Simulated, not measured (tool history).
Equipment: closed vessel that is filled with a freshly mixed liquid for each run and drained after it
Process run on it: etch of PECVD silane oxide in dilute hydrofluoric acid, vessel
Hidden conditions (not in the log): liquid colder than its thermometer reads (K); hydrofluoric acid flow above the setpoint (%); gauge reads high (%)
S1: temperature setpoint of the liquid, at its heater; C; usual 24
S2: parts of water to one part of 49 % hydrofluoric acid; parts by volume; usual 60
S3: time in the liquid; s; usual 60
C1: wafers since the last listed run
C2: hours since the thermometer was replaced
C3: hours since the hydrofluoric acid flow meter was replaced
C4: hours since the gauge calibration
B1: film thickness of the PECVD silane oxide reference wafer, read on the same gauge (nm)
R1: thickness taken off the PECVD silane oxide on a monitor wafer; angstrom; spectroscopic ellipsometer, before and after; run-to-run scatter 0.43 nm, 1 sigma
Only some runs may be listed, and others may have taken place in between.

run,day,S1,S2,S3,C1,C2,C3,C4,B1,R1
1,0,24,60,60,0,548.8,618.2,784.1,139.99,499.7
2,4.362,20.5,60,60,15060,653.5,722.9,888.8,139.98,437
3,17.075,20.5,60,60,43887,958.6,1028,1193.9,140,442.5
4,20.354,24,60,60,11320,1037.3,1106.7,1272.6,140.01,503.3
# day 23.538: thermometer replaced
5,23.825,24,80,60,11838,6.9,1190,1355.9,140,372.9
6,27.921,24,80,60,14140,105.2,1288.3,1454.2,140,366.1
# day 30.946: gauge calibrated
7,32.396,24,80,60,15449,212.6,1395.7,34.8,139.97,366.3
8,34.296,29,45,60,6559,258.2,1441.3,80.4,140,849.9
9,38.358,27.5,60,30,14025,355.7,1538.8,177.9,140,288.3
10,40.379,20.5,60,60,6976,404.2,1587.3,226.4,140,429.2
# day 44.096: hydrofluoric acid flow meter replaced
11,44.408,19.5,50,30,13766,500.9,7.5,323.1,139.98,254.7
12,53.129,26,85,60,30107,710.2,216.8,532.4,140.01,375.7
13,57.246,26,85,60,14212,809,315.6,631.2,140,374.6
14,60.288,26.5,50,75,10500,882,388.6,704.2,140.04,853.1

Forecast each of these 4 alternatives for the next run:
A,60.317,24,60,75,100,882.7,389.3,704.9,?,?
B,60.317,20,60,60,100,882.7,389.3,704.9,?,?
C,60.317,28.5,40,60,100,882.7,389.3,704.9,?,?
D,60.317,21,60,80,100,882.7,389.3,704.9,?,?

run,B1,R1
A,139.97,635.8
B,139.97,430.8
C,139.97,941.2
D,139.97,599.1
Without the tool's unlogged condition, the same runs would have read:
run,R1
A,635.8
B,430.8
C,941.2
D,599.1
